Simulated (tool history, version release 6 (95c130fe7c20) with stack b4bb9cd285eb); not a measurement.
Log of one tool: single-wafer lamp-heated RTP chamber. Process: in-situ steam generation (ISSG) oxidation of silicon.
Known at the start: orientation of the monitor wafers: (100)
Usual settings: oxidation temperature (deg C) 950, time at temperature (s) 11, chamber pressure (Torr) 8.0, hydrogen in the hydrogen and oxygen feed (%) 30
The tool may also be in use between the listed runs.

run,hour,oxidation temperature (deg C),time at temperature (s),chamber pressure (Torr),hydrogen in the hydrogen and oxygen feed (%),wafers since the last listed run,wafers since the last pyrometer calibration,hours since the pressure gauge was zeroed,hours since the hydrogen flow controller was replaced,hours since the gauge calibration,"read-back reference wafer on the same gauge, thickness",oxide thickness on the monitor wafer (angstrom)
1,0.0,950,13,8.0,30,0,2717,15.0,2173.7,236.3,4.735,44.21
2,34.9,950,13,8.0,30,502,3220,49.9,2208.6,271.2,4.746,44.08
3,106.1,950,13,8.0,30,1025,4246,121.1,2279.8,342.4,4.739,44.37
4,190.2,950,7,8.0,30,1211,5457,205.2,2363.9,426.5,4.742,35.62
5,221.1,950,7,8.0,30,445,5902,236.1,2394.8,457.4,4.738,35.85
# hour 257.3: hydrogen flow controller replaced
6,288.2,950,11,8.0,30,851,6754,303.2,30.9,524.5,4.735,42.44
# hour 318.2: pyrometer window cleaned and pyrometer calibrated
7,356.1,950,11,8.0,30,862,545,371.1,98.8,592.4,4.740,41.18
8,405.7,934,7,8.0,30,714,1259,420.7,148.4,642.0,4.747,34.57
9,458.2,950,11,8.0,26,756,2016,473.2,200.9,694.5,4.747,39.71
10,487.9,950,7,8.0,30,427,2444,502.9,230.6,724.2,4.737,35.71
11,555.8,950,11,8.0,30,978,3422,570.8,298.5,792.1,4.734,42.23
12,622.7,957,8,9.2,21,963,4385,637.7,365.4,859.0,4.738,34.30
13,688.8,950,15,9.0,30,952,5337,703.8,431.5,925.1,4.732,46.52
14,741.2,950,11,6.9,30,754,6092,756.2,483.9,977.5,4.738,42.03
15,771.0,950,14,8.0,26,429,6521,786.0,513.7,1007.3,4.741,44.56
# hour 797.6: pyrometer window cleaned and pyrometer calibrated
16,814.8,956,11,8.6,30,515,247,829.8,557.5,1051.1,4.737,41.59
17,858.8,950,13,9.4,30,633,881,873.8,601.5,1095.1,4.736,42.87
# hour 865.5: gauge calibrated
18,888.1,950,11,8.0,30,422,1303,903.1,630.8,22.6,4.744,41.43
19,913.0,950,9,8.0,21,358,1661,928.0,655.7,47.5,4.735,34.98
20,958.2,944,13,8.7,32,651,2313,973.2,700.9,92.7,4.739,43.85
21,1016.1,950,11,8.0,30,834,3147,1031.1,758.8,150.6,4.739,41.93
22,1082.1,945,15,9.4,30,950,4097,1097.1,824.8,216.6,4.742,45.22
23,1143.6,950,10,6.9,30,885,4983,1158.6,886.3,278.1,4.733,40.43
24,1190.0,934,11,7.1,22,668,5651,1205.0,932.7,324.5,4.736,37.17
25,1255.1,950,11,8.7,30,937,6589,1270.1,997.8,389.6,4.734,41.84
# hour 1293.6: pyrometer window cleaned and pyrometer calibrated
26,1314.6,950,11,8.0,30,741,302,1329.6,1057.3,449.1,4.741,41.33
27,1342.8,950,11,8.0,30,406,708,1357.8,1085.5,477.3,4.738,41.37
28,1390.1,950,11,8.0,30,681,1389,1405.1,1132.8,524.6,4.729,41.31
29,1453.4,950,13,8.0,32,911,2301,1468.4,1196.1,587.9,4.744,45.27
30,1503.0,950,11,8.0,30,714,3016,1518.0,1245.7,637.5,4.731,41.33

5 ways to go on from here, each from the tool as it stands after run 30. What would each give?
A,1503.4,950,11,8.0,30,5,3021,1518.4,1246.1,637.9,?,?
B,1503.4,950,15,8.0,30,5,3021,1518.4,1246.1,637.9,?,?
C,1503.4,950,15,8.0,32,5,3021,1518.4,1246.1,637.9,?,?
D,1503.4,960,9,8.8,30,5,3021,1518.4,1246.1,637.9,?,?
E,1503.4,950,11,8.8,30,5,3021,1518.4,1246.1,637.9,?,?

run,"read-back reference wafer on the same gauge, thickness",oxide thickness on the monitor wafer (angstrom)
A,4.738,41.81
B,4.738,46.78
C,4.738,47.63
D,4.738,39.45
E,4.738,41.39
Without the tool's hidden state the same runs would have given:
run,oxide thickness on the monitor wafer (angstrom)
A,41.54
B,46.43
C,47.27
D,39.20
E,41.12
